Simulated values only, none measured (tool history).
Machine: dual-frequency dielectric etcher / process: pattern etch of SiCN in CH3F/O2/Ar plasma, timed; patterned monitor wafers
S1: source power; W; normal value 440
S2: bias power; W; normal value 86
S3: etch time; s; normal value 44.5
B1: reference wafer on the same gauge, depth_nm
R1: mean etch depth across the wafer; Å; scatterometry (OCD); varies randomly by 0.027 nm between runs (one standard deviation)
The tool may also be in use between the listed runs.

Run 1, day 0.000: usual settings but S1 520 W; B1 19.80. Result: R1 187.6 Å.
Run 2, day 0.379: usual settings but S3 36.0 s; B1 19.80. Result: R1 143.0 Å.
Run 3, day 1.008: usual settings but S3 36.0 s; B1 19.80. Result: R1 142.9 Å.
Run 4, day 1.692: usual settings; B1 19.80. Result: R1 176.6 Å.
Run 5, day 2.133: usual settings; B1 19.80. Result: R1 176.4 Å.
Run 6, day 2.671: usual settings; B1 19.80. Result: R1 176.6 Å.
Run 7, day 3.979: usual settings; B1 19.79. Result: R1 176.4 Å.
Run 8, day 4.358: usual settings; B1 19.80. Result: R1 176.5 Å.
At day 5.492: wet clean of the chamber.
Run 9, day 5.512: usual settings but S2 80 W; B1 19.81. Result: R1 174.8 Å.
Run 10, day 6.729: usual settings but S2 80 W; B1 19.80. Result: R1 174.9 Å.
At day 7.054: gauge calibrated.
Run 11, day 7.121: usual settings but S2 80 W; B1 19.80. Result: R1 174.8 Å.
Run 12, day 7.533: usual settings but S1 480 W, S3 47.0 s; B1 19.81. Result: R1 193.0 Å.
Run 13, day 8.000: usual settings but S1 420 W; B1 19.80. Result: R1 174.1 Å.
Run 14, day 8.708: usual settings but S1 420 W; B1 19.81. Result: R1 174.0 Å.
At day 9.325: bias power generator calibrated.
Run 15, day 9.346: usual settings but S2 90 W, S3 35.0 s; B1 19.81. Result: R1 140.4 Å.
Run 16, day 9.667: usual settings but S2 108 W; B1 19.80. Result: R1 185.3 Å.
At day 10.788: source power generator calibrated.
At day 11.233: upper electrode replaced.
Run 17, day 11.254: usual settings but S1 480 W, S3 47.0 s; B1 19.80. Result: R1 192.7 Å.
Run 18, day 11.267: usual settings but S3 39.5 s; B1 19.79. Result: R1 156.9 Å.
Run 19, day 11.525: usual settings but S1 410 W, S2 80 W, S3 50.0 s; B1 19.80. Result: R1 190.4 Å.
Run 20, day 12.175: usual settings but S1 370 W, S3 53.0 s; B1 19.81. Result: R1 197.7 Å.
Run 21, day 12.483: usual settings; B1 19.80. Result: R1 176.4 Å.
Run 22, day 12.938: usual settings but S1 530 W, S2 66 W, S3 33.5 s; B1 19.81. Result: R1 135.3 Å.
Run 23, day 13.625: usual settings but S3 49.5 s; B1 19.80. Result: R1 196.2 Å.
Run 24, day 14.308: usual settings but S1 480 W; B1 19.80. Result: R1 182.2 Å.
Run 25, day 14.908: usual settings; B1 19.80. Result: R1 176.6 Å.
Run 26, day 15.267: usual settings but S1 410 W; B1 19.81. Result: R1 171.9 Å.
Run 27, day 15.525: usual settings but S1 360 W, S2 92 W; B1 19.80. Result: R1 166.7 Å.
Run 28, day 15.796: usual settings but S1 390 W, S2 92 W, S3 54.5 s; B1 19.80. Result: R1 209.8 Å.
Run 29, day 16.167: usual settings but S1 410 W, S2 65 W, S3 32.5 s; B1 19.79. Result: R1 119.3 Å.
Run 30, day 17.033: usual settings but S1 510 W, S3 33.0 s; B1 19.79. Result: R1 138.1 Å.

Here are 4 independent what-if runs from the current tool condition. What would each one return?
Run A, day 17.050: usual settings; B1 ?. Result: R1 ?.
Run B, day 17.050: usual settings but S1 540 W; B1 ?. Result: R1 ?.
Run C, day 17.050: usual settings but S1 550 W, S2 72 W, S3 53.0 s; B1 ?. Result: R1 ?.
Run D, day 17.050: usual settings but S1 360 W; B1 ?. Result: R1 ?.

run     B1     R1
  A  19.79  176.1
  B  19.79  189.7
  C  19.79  219.8
  D  19.79  163.9
The same runs, with their run-to-run variation unchanged, on a tool lacking any hidden condition would have given:
run     R1
  A  177.4
  B  191.1
  C  221.5
  D  165.1
